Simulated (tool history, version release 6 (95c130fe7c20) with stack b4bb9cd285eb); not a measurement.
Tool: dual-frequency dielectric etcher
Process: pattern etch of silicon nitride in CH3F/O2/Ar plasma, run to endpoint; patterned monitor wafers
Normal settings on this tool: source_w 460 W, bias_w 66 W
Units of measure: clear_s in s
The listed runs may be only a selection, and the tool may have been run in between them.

| run | day | source_w | bias_w | wafers since the last listed run | hours since the last wet clean | hours since the last source power generator calibration | hours since the last bias power generator calibration | hours since the last upper electrode change | incoming incoming film thickness, nm | clear_s |
|---|---|---|---|---|---|---|---|---|---|---|
| 1 | 0 | 550 | 77 | 0 | 156.4 | 4516.1 | 4255.6 | 2750.8 | 36.04 | 45.4 |
| 2 | 8.725 | 460 | 75 | 2972 | 365.8 | 4725.5 | 4465 | 2960.2 | 35.93 | 47.3 |
| 3 | 10.383 | 460 | 66 | 564 | 405.6 | 4765.3 | 4504.8 | 3000 | 35.77 | 49.5 |
| 4 | 11.571 | 460 | 66 | 404 | 434.1 | 4793.8 | 4533.3 | 3028.5 | 35.92 | 49.3 |
| 5 | 12.6 | 460 | 66 | 350 | 458.8 | 4818.5 | 4558 | 3053.2 | 36.14 | 49.7 |
|  | 14.55 | wet clean of the chamber |
| 6 | 14.821 | 460 | 66 | 415 | 6.5 | 4871.8 | 4611.3 | 3106.5 | 36.1 | 50.5 |
| 7 | 16.296 | 460 | 66 | 502 | 41.9 | 4907.2 | 4646.7 | 3141.9 | 36.02 | 50.4 |
| 8 | 18.479 | 370 | 66 | 743 | 94.3 | 4959.6 | 4699.1 | 3194.3 | 35.92 | 52.6 |
|  | 20.538 | upper electrode replaced |
| 9 | 20.817 | 430 | 72 | 455 | 150.4 | 5015.7 | 4755.2 | 6.7 | 35.65 | 49 |
| 10 | 22.988 | 520 | 60 | 739 | 202.5 | 5067.8 | 4807.3 | 58.8 | 35.75 | 49.8 |
|  | 23.862 | bias power generator calibrated |
| 11 | 24.871 | 460 | 66 | 584 | 247.7 | 5113 | 24.2 | 104 | 35.48 | 49 |
| 12 | 26.725 | 460 | 52 | 631 | 292.2 | 5157.5 | 68.7 | 148.5 | 35.88 | 53.7 |
|  | 27.475 | source power generator calibrated |
| 13 | 28.908 | 350 | 73 | 686 | 344.6 | 34.4 | 121.1 | 200.9 | 35.88 | 51.1 |
| 14 | 30.667 | 430 | 76 | 598 | 386.8 | 76.6 | 163.3 | 243.1 | 35.99 | 48 |
| 15 | 33.588 | 550 | 77 | 994 | 456.9 | 146.7 | 233.4 | 313.2 | 35.72 | 44.3 |
| 16 | 36.1 | 350 | 66 | 855 | 517.2 | 207 | 293.7 | 373.5 | 36.38 | 53.6 |

Forecast each of these 5 alternatives for the next run:
| A | 36.117 | 500 | 66 | 5 | 517.6 | 207.4 | 294.1 | 373.9 | 35.8 | ? |
| B | 36.117 | 370 | 50 | 5 | 517.6 | 207.4 | 294.1 | 373.9 | 35.8 | ? |
| C | 36.117 | 380 | 60 | 5 | 517.6 | 207.4 | 294.1 | 373.9 | 35.8 | ? |
| D | 36.117 | 500 | 58 | 5 | 517.6 | 207.4 | 294.1 | 373.9 | 35.8 | ? |
| E | 36.117 | 380 | 66 | 5 | 517.6 | 207.4 | 294.1 | 373.9 | 35.8 | ? |

| run | clear_s |
|---|---|
| A | 48.3 |
| B | 57 |
| C | 53.3 |
| D | 50.5 |
| E | 51.6 |
With no hidden state in the tool, these same runs would have given:
| run | clear_s |
|---|---|
| A | 49 |
| B | 57.8 |
| C | 54.1 |
| D | 51.2 |
| E | 52.4 |
